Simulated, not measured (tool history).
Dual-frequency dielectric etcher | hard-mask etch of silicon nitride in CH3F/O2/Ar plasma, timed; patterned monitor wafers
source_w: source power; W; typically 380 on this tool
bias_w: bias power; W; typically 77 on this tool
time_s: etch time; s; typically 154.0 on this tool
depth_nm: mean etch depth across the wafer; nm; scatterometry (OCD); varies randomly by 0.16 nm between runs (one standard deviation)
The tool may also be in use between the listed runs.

run,hour,source_w,bias_w,time_s,"read-back reference wafer on the same gauge, depth_nm",depth_nm
1,0.0,380,77,154.0,90.0,107.5
2,9.9,380,77,154.0,90.0,107.7
3,24.9,380,77,154.0,90.0,107.7
4,57.6,380,77,154.0,90.0,107.7
5,58.0,380,77,154.0,90.0,108.1
6,67.0,380,77,154.0,90.0,107.8
7,83.8,380,63,154.0,90.0,101.4
8,91.4,380,91,124.0,90.0,91.9
9,100.1,380,84,124.0,90.0,89.6
10,114.3,380,90,154.0,90.0,113.8
11,141.2,330,69,154.0,90.0,98.7
12,141.6,310,59,176.5,90.0,106.3
13,188.8,380,77,168.0,90.0,116.6
14,197.8,380,60,137.0,90.0,88.1
15,214.7,280,89,121.5,90.0,81.4
16,223.2,380,83,154.0,90.0,109.6
17,232.1,380,77,172.0,90.0,119.4
18,242.3,340,93,154.0,90.0,110.0
19,257.9,380,91,154.0,90.0,113.3
20,305.1,380,77,154.0,90.0,109.2
21,342.1,380,77,154.0,90.0,109.2
22,349.6,380,77,154.0,90.0,109.2
23,386.0,430,68,194.5,90.0,137.5
24,401.2,380,77,154.0,90.0,109.4
25,418.5,380,77,186.5,90.0,133.1
26,429.5,290,77,197.5,90.0,130.1
27,440.0,330,77,154.0,90.1,105.1
28,452.8,450,68,192.0,90.0,138.5
29,467.8,410,94,194.5,90.0,151.5
30,479.5,380,86,173.5,90.0,128.3

Put back what was entered between runs (5 entries, withheld): which listed runs does each sit between, and how does the hidden state differ from the listed run before to the listed run after?
In the gap between runs 3 and 4: upper electrode replaced (hour 57.1)
  etch rate over this chamber's usual, %: 0.931 -> 1.1; source power that arrives over what is set, %: -3.31 -> -3.45
  measured result minus the result with no hidden state, depth_nm: +0.0 -> +0.1 nm
In the gap between runs 10 and 11: wet clean of the chamber (hour 140.7)
  etch rate over this chamber's usual, %: 1.39 -> -0.013; source power that arrives over what is set, %: -3.7 -> -3.82
  measured result minus the result with no hidden state, depth_nm: +0.4 -> -1.2 nm
In the gap between runs 14 and 15: gauge calibrated (hour 200.0)
  etch rate over this chamber's usual, %: 0.276 -> 0.363; source power that arrives over what is set, %: -4.08 -> -4.16
  measured result minus the result with no hidden state, depth_nm: -0.8 -> -0.7 nm
In the gap between runs 19 and 20: source power generator calibrated (hour 268.3); bias power generator calibrated (hour 268.7)
  etch rate over this chamber's usual, %: 0.583 -> 0.825; source power that arrives over what is set, %: -4.37 -> 0.765
  measured result minus the result with no hidden state, depth_nm: -0.8 -> +1.1 nm

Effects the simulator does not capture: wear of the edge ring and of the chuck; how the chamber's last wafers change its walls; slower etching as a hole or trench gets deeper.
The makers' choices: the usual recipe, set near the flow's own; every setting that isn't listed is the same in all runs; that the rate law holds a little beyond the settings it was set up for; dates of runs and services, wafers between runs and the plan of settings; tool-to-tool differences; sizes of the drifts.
